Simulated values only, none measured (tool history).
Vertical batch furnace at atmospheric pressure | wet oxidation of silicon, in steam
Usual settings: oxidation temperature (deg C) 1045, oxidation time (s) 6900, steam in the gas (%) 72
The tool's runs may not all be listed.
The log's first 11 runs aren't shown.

run	hour	oxidation temperature (deg C)	oxidation time (s)	steam in the gas (%)	read-back reference wafer on the same gauge, thickness	oxide thickness on the monitor wafer (nm)
12	746.4	1045	6900	72	772.85	692.59
# hour 770.5: thermocouples replaced and temperature profile calibrated
13	810.8	1045	6900	72	772.92	690.25
14	906.5	1045	6900	72	772.98	692.68
15	952.4	1045	6900	72	772.45	691.61
16	1058.3	1045	6900	72	773.31	689.89
17	1115.5	1045	6900	72	773.13	689.60
18	1197.6	1045	6900	65	772.89	650.23
19	1253.1	1045	4830	67	772.06	532.86
20	1328.7	1056	8340	77	772.78	842.84
21	1366.0	1045	6900	72	773.05	690.69
# hour 1428.8: steam generator serviced
22	1429.3	1033	6900	65	773.38	615.44
23	1508.1	1022	6900	64	773.25	573.15
# hour 1510.8: gauge calibrated
24	1559.4	1027	6900	75	773.17	649.84
25	1598.2	1063	6900	61	772.64	686.58
26	1695.5	1024	6900	83	773.08	677.60
27	1780.0	1064	9210	75	772.63	918.19
28	1858.8	1045	9630	72	772.82	849.07
29	1959.6	1045	6090	72	772.79	646.23
30	2043.4	1027	4620	78	773.45	519.67
31	2108.5	1045	6900	67	772.94	664.14
32	2152.5	1045	9000	72	773.60	811.53

Forecast each of these 3 alternatives for the next run:
A	2158.3	1045	6900	72	?	?
B	2158.3	1062	6900	82	?	?
C	2158.3	1029	9780	83	?	?

run	read-back reference wafer on the same gauge, thickness	oxide thickness on the monitor wafer (nm)
A	772.61	696.87
B	772.61	813.22
C	772.61	862.06
Without the tool's hidden state the same runs would have given:
run	oxide thickness on the monitor wafer (nm)
A	700.37
B	817.15
C	866.36
